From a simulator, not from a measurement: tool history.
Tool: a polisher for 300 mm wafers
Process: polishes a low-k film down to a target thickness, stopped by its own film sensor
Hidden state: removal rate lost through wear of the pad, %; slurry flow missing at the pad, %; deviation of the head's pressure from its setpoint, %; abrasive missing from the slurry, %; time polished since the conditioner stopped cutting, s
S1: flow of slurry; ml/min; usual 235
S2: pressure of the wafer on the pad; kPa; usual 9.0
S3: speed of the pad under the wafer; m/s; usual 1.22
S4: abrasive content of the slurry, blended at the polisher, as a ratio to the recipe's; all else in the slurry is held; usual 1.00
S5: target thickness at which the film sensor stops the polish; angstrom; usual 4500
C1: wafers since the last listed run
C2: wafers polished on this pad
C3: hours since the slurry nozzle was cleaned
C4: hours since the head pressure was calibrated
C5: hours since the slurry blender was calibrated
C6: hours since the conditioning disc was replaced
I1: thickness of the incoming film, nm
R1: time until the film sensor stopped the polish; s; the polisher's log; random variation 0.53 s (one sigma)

Run 1, hour 0.0: usual settings; C1 0; C2 147; C3 84.8; C4 77.4; C5 214.5; C6 159.9; I1 471.5. Result: R1 66.8 s.
Run 2, hour 31.9: usual settings; C1 395; C2 542; C3 116.7; C4 109.3; C5 246.4; C6 191.8; I1 474.8. Result: R1 78.7 s.
Run 3, hour 47.1: usual settings; C1 188; C2 731; C3 131.9; C4 124.5; C5 261.6; C6 207.0; I1 464.4. Result: R1 46.9 s.
Run 4, hour 127.6: usual settings; C1 997; C2 1728; C3 212.4; C4 205.0; C5 342.1; C6 287.5; I1 472.8. Result: R1 76.2 s.
At hour 163.8: worn pad replaced by a new one.
At hour 165.2: slurry nozzle cleaned.
At hour 193.8: conditioning disc replaced and pad reconditioned.
Run 5, hour 204.0: usual settings; C1 859; C2 461; C3 38.8; C4 281.4; C5 418.5; C6 10.2; I1 468.2. Result: R1 54.8 s.
Run 6, hour 230.5: usual settings; C1 328; C2 789; C3 65.3; C4 307.9; C5 445.0; C6 36.7; I1 464.1. Result: R1 43.3 s.
At hour 240.6: slurry blender recalibrated.
Run 7, hour 264.1: usual settings; C1 391; C2 1181; C3 98.9; C4 341.5; C5 23.5; C6 70.3; I1 465.8. Result: R1 50.1 s.
Run 8, hour 295.1: usual settings; C1 384; C2 1565; C3 129.9; C4 372.5; C5 54.5; C6 101.3; I1 459.3. Result: R1 29.0 s.
Run 9, hour 315.3: usual settings; C1 250; C2 1815; C3 150.1; C4 392.7; C5 74.7; C6 121.5; I1 473.7. Result: R1 75.6 s.
At hour 329.4: worn pad replaced by a new one.
Run 10, hour 338.8: usual settings but S2 8.3 kPa; C1 241; C2 116; C3 173.6; C4 416.2; C5 98.2; C6 145.0; I1 464.0. Result: R1 48.6 s.
Run 11, hour 354.2: usual settings but S1 215 ml/min, S3 0.88 m/s, S4 1.20, S5 4550 angstrom; C1 190; C2 307; C3 189.0; C4 431.6; C5 113.6; C6 160.4; I1 472.9. Result: R1 70.0 s.
At hour 358.1: head pressure recalibrated.
Run 12, hour 384.1: usual settings but S2 10.3 kPa; C1 345; C2 652; C3 218.9; C4 26.0; C5 143.5; C6 190.3; I1 466.9. Result: R1 48.3 s.
Run 13, hour 400.0: usual settings but S1 280 ml/min, S2 6.2 kPa, S5 4480 angstrom; C1 196; C2 849; C3 234.8; C4 41.9; C5 159.4; C6 206.2; I1 474.8. Result: R1 121.0 s.
At hour 409.8: slurry nozzle cleaned.
Run 14, hour 424.2: usual settings but S2 10.3 kPa, S4 0.85; C1 287; C2 1137; C3 14.4; C4 66.1; C5 183.6; C6 230.4; I1 472.2. Result: R1 63.1 s.
Run 15, hour 448.6: usual settings but S1 280 ml/min, S3 1.04 m/s, S4 0.90, S5 4550 angstrom; C1 302; C2 1439; C3 38.8; C4 90.5; C5 208.0; C6 254.8; I1 467.6. Result: R1 45.4 s.
Run 16, hour 480.9: usual settings but S2 5.5 kPa, S4 1.10; C1 400; C2 1839; C3 71.1; C4 122.8; C5 240.3; C6 287.1; I1 471.1. Result: R1 103.2 s.
Run 17, hour 496.1: usual settings but S1 260 ml/min, S2 10.3 kPa, S4 0.90, S5 4560 angstrom; C1 188; C2 2028; C3 86.3; C4 138.0; C5 255.5; C6 302.3; I1 477.5. Result: R1 62.2 s.
Run 18, hour 509.0: usual settings but S1 255 ml/min; C1 159; C2 2187; C3 99.2; C4 150.9; C5 268.4; C6 315.2; I1 477.0. Result: R1 86.0 s.
At hour 513.5: conditioning disc replaced and pad reconditioned.
Run 19, hour 527.5: usual settings; C1 204; C2 2392; C3 117.7; C4 169.4; C5 286.9; C6 14.0; I1 467.7. Result: R1 53.6 s.
At hour 535.0: worn pad replaced by a new one.
Run 20, hour 541.5: usual settings but S1 295 ml/min; C1 123; C2 80; C3 131.7; C4 183.4; C5 300.9; C6 28.0; I1 468.8. Result: R1 56.8 s.
Run 21, hour 560.3: usual settings but S1 295 ml/min; C1 232; C2 313; C3 150.5; C4 202.2; C5 319.7; C6 46.8; I1 471.9. Result: R1 65.4 s.
Run 22, hour 585.4: usual settings; C1 310; C2 624; C3 175.6; C4 227.3; C5 344.8; C6 71.9; I1 464.3. Result: R1 44.0 s.
At hour 620.1: slurry nozzle cleaned.
At hour 677.7: slurry blender recalibrated.
At hour 694.1: worn pad replaced by a new one.
Run 23, hour 694.6: usual settings; C1 1265; C2 5; C3 74.5; C4 336.5; C5 16.9; C6 181.1; I1 478.3. Result: R1 88.2 s.
Run 24, hour 714.5: usual settings but S2 11.7 kPa; C1 246; C2 252; C3 94.4; C4 356.4; C5 36.8; C6 201.0; I1 470.3. Result: R1 50.2 s.
Run 25, hour 734.8: usual settings but S1 195 ml/min; C1 251; C2 503; C3 114.7; C4 376.7; C5 57.1; C6 221.3; I1 462.0. Result: R1 39.7 s.
Run 26, hour 759.5: usual settings but S3 1.52 m/s; C1 305; C2 809; C3 139.4; C4 401.4; C5 81.8; C6 246.0; I1 464.7. Result: R1 41.1 s.

Forecast each of these 3 alternatives for the next run:
Run A, hour 759.9: usual settings but S2 11.0 kPa; C1 4; C2 814; C3 139.8; C4 401.8; C5 82.2; C6 246.4; I1 471.5. Result: R1 ?.
Run B, hour 759.9: usual settings but S1 195 ml/min, S3 1.34 m/s; C1 4; C2 814; C3 139.8; C4 401.8; C5 82.2; C6 246.4; I1 471.5. Result: R1 ?.
Run C, hour 759.9: usual settings but S3 0.84 m/s, S5 4560 angstrom; C1 4; C2 814; C3 139.8; C4 401.8; C5 82.2; C6 246.4; I1 471.5. Result: R1 ?.

run    R1
  A  57.4
  B  68.0
  C  66.2
Without the tool's hidden state the same runs would have given:
run    R1
  A  50.1
  B  58.9
  C  59.3
